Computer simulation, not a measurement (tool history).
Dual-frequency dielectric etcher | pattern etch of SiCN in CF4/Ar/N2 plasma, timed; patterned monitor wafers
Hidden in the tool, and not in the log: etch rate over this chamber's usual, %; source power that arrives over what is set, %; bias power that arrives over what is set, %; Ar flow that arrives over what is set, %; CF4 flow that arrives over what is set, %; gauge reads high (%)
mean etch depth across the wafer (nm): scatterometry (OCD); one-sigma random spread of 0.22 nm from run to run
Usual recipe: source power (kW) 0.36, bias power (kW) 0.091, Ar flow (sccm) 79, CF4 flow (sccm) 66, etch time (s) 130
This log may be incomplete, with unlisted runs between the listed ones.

run,hour,source power (kW),bias power (kW),Ar flow (sccm),CF4 flow (sccm),etch time (s),wafers since the last listed run,hours since the last wet clean,hours since the last source power generator calibration,hours since the last bias power generator calibration,hours since the last Ar flow controller change,hours since the last CF4 flow controller change,hours since the last upper electrode change,hours since the gauge calibration,"read-back reference wafer on the same gauge, depth_nm",mean etch depth across the wafer (nm)
1,0,0.36,0.091,79,66,130,0,396.3,3052.2,244.8,1917.9,86.5,368.5,138.4,117,98.3
# hour 7.2: source power generator calibrated
2,44.6,0.36,0.091,79,66,130,494,440.9,37.4,289.4,1962.5,131.1,413.1,183,117,100.9
# hour 116.4: wet clean of the chamber
3,131.2,0.36,0.091,79,66,130,763,14.8,124,376,2049.1,217.7,499.7,269.6,117,101.4
4,176.5,0.36,0.091,87,66,130,552,60.1,169.3,421.3,2094.4,263,545,314.9,117,99.3
5,226.5,0.36,0.091,79,66,130,609,110.1,219.3,471.3,2144.4,313,595,364.9,117.1,101
6,289.4,0.36,0.098,79,66,130,766,173,282.2,534.2,2207.3,375.9,657.9,427.8,116.9,103.2
7,387.6,0.36,0.071,84,66,108,1197,271.2,380.4,632.4,2305.5,474.1,756.1,526,117,77.4
8,428.2,0.36,0.091,79,66,130,494,311.8,421,673,2346.1,514.7,796.7,566.6,117,101.3
9,495.2,0.36,0.091,79,66,163,816,378.8,488,740,2413.1,581.7,863.7,633.6,117,126.5
10,578.6,0.41,0.091,79,66,118,1016,462.2,571.4,823.4,2496.5,665.1,947.1,717,117,103
# hour 640.1: wet clean of the chamber
11,645.9,0.36,0.091,79,76,130,527,5.8,638.7,890.7,2563.8,732.4,1014.4,784.3,117,101.5
12,726.3,0.36,0.091,79,55,130,980,86.2,719.1,971.1,2644.2,812.8,1094.8,864.7,117,99.2
13,776.7,0.36,0.076,92,82,130,614,136.6,769.5,1021.5,2694.6,863.2,1145.2,915.1,117,94.7
# hour 856.4: Ar flow controller replaced
14,867.4,0.43,0.103,87,66,130,1032,227.3,860.2,1112.2,11,953.9,1235.9,1005.8,117,120.4
15,946.2,0.36,0.069,70,66,160,960,306.1,939,1191,89.8,1032.7,1314.7,1084.6,117,116.5
16,1040.5,0.27,0.091,79,61,103,1149,400.4,1033.3,1285.3,184.1,1127,1409,1178.9,117,60.7
# hour 1107.1: wet clean of the chamber
17,1148,0.33,0.073,69,66,130,1018,40.9,1140.8,1392.8,291.6,1234.5,1516.5,1286.4,117,89
18,1215.5,0.36,0.091,65,66,130,822,108.4,1208.3,1460.3,359.1,1302,1584,1353.9,117,102.8
19,1275.5,0.36,0.091,79,66,130,731,168.4,1268.3,1520.3,419.1,1362,1644,1413.9,117,99.7
20,1361,0.36,0.091,79,66,163,1042,253.9,1353.8,1605.8,504.6,1447.5,1729.5,1499.4,117,125.4

Here are 5 independent what-if runs from the current tool condition. What would each one return?
A,1361.5,0.36,0.091,79,66,130,6,254.4,1354.3,1606.3,505.1,1448,1730,1499.9,?,?
B,1361.5,0.36,0.109,79,66,112,6,254.4,1354.3,1606.3,505.1,1448,1730,1499.9,?,?
C,1361.5,0.36,0.084,97,66,105.5,6,254.4,1354.3,1606.3,505.1,1448,1730,1499.9,?,?
D,1361.5,0.29,0.1,79,74,130,6,254.4,1354.3,1606.3,505.1,1448,1730,1499.9,?,?
E,1361.5,0.29,0.083,61,77,130,6,254.4,1354.3,1606.3,505.1,1448,1730,1499.9,?,?

run,"read-back reference wafer on the same gauge, depth_nm",mean etch depth across the wafer (nm)
A,117,100.3
B,117,91.4
C,117,77
D,117,85.3
E,117,83.9
The same runs, with their run-to-run variation unchanged, on a tool lacking any hidden condition would have given:
run,mean etch depth across the wafer (nm)
A,101.2
B,92.1
C,77.7
D,86
E,84.6

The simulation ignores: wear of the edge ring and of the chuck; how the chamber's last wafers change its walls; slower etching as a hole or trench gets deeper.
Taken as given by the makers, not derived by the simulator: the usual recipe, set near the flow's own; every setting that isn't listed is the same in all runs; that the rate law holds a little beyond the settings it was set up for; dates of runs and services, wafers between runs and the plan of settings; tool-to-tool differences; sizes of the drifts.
